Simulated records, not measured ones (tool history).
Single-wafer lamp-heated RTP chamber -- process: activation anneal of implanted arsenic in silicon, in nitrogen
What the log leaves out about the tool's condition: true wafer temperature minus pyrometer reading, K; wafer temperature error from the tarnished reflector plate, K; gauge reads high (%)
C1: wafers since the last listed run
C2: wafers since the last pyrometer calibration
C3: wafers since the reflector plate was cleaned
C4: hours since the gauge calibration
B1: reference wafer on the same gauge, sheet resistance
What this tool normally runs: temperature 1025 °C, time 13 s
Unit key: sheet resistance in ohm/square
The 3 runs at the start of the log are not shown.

Run 4, hour 59.6: usual settings; C1 220; C2 297; C3 3135; C4 354.1; B1 237.9. Result: sheet resistance 229.29 ohm/square.
Run 5, hour 87.9: usual settings; C1 356; C2 653; C3 3491; C4 382.4; B1 237.99. Result: sheet resistance 227.05 ohm/square.
Run 6, hour 105.4: usual settings; C1 220; C2 873; C3 3711; C4 399.9; B1 238.04. Result: sheet resistance 226.54 ohm/square.
Run 7, hour 128.6: usual settings; C1 291; C2 1165; C3 4003; C4 423.1; B1 238.03. Result: sheet resistance 225.91 ohm/square.
Run 8, hour 152.9: usual settings; C1 305; C2 1471; C3 4309; C4 447.4; B1 238.13. Result: sheet resistance 225.58 ohm/square.
Run 9, hour 174.7: usual settings; C1 274; C2 1745; C3 4583; C4 469.2; B1 238.03. Result: sheet resistance 223.22 ohm/square.
Run 10, hour 201.6: usual settings; C1 338; C2 2083; C3 4921; C4 496.1; B1 238. Result: sheet resistance 223.64 ohm/square.
At hour 214.4: gauge calibrated.
Run 11, hour 221.9: usual settings; C1 255; C2 2339; C3 5177; C4 7.5; B1 237.89. Result: sheet resistance 222.22 ohm/square.
At hour 247.8: pyrometer window cleaned and pyrometer calibrated.
Run 12, hour 250.9: usual settings; C1 264; C2 38; C3 5441; C4 36.5; B1 237.81. Result: sheet resistance 230.96 ohm/square.
At hour 261.2: reflector plate cleaned.
Run 13, hour 266.6: usual settings; C1 96; C2 135; C3 67; C4 52.2; B1 238.03. Result: sheet resistance 229.68 ohm/square.
Run 14, hour 299.7: usual settings; C1 416; C2 551; C3 484; C4 85.3; B1 237.86. Result: sheet resistance 228.98 ohm/square.
Run 15, hour 312.8: usual settings but temperature 1015 °C; C1 164; C2 716; C3 649; C4 98.4; B1 238.11. Result: sheet resistance 235.28 ohm/square.
Run 16, hour 347.2: usual settings; C1 432; C2 1149; C3 1082; C4 132.8; B1 238. Result: sheet resistance 225.96 ohm/square.
Run 17, hour 361.8: usual settings; C1 183; C2 1333; C3 1265; C4 147.4; B1 238.04. Result: sheet resistance 225.84 ohm/square.

Predict the results of run 18:
Run 18, hour 383.8: usual settings but time 16 s; C1 276; C2 1609; C3 1542; C4 169.4; B1 ?. Result: sheet resistance ?.

Run 18 measured B1 237.84, sheet resistance 219.91 ohm/square.
Were there no unlogged condition in the tool, this run, its random variation unchanged, would have produced sheet resistance 225.5 ohm/square.
